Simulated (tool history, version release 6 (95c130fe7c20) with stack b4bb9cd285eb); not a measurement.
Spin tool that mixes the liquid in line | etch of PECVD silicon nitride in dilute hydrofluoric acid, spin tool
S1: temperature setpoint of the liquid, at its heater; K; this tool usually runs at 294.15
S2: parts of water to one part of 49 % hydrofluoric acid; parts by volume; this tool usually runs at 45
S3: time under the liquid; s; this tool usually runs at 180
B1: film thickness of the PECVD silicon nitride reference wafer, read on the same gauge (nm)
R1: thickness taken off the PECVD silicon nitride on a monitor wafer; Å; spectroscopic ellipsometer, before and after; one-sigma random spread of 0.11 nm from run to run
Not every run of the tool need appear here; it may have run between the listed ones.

run	hour	S1	S2	S3	B1	R1
1	0	294.15	45	180	50	128.1
# hour 34.1: gauge calibrated
2	41	294.15	45	180	50	129.5
3	146.7	294.15	45	180	50.01	132.1
4	219.4	294.15	45	180	49.99	132.4
5	324.7	294.15	45	180	50.01	132.6
6	388.9	294.15	55	180	49.98	111.6
7	455.4	294.15	45	180	50.01	131.8
8	533.4	294.15	45	180	49.99	138.5
9	586	292.15	40	125	49.98	94
# hour 594.4: gauge calibrated
10	655.4	294.15	45	180	50	136.6
11	736.9	290.15	45	220	49.99	128.3
# hour 816.6: thermometer replaced
12	822.5	290.65	30	110	50	86.5
# hour 888.8: hydrofluoric acid flow meter replaced
13	897.3	298.65	45	240	49.99	222
14	946.4	298.65	45	180	49.99	171
15	1003.6	294.15	45	180	49.99	122.7
16	1043.4	294.15	65	260	49.99	128.1
17	1125.8	291.65	55	230	49.98	111.4

Hidden state, per run?
hydrofluoric acid flow below the setpoint (%): 0 at every run
gauge reads high (%): 0 at every run
H1: liquid hotter than its thermometer reads (K)
run	H1
1	0.934
2	0.995
3	1.15
4	1.26
5	1.41
6	1.5
7	1.6
8	1.72
9	1.79
10	1.9
11	2.01
12	0.122
13	0.232
14	0.304
15	0.388
16	0.446
17	0.567
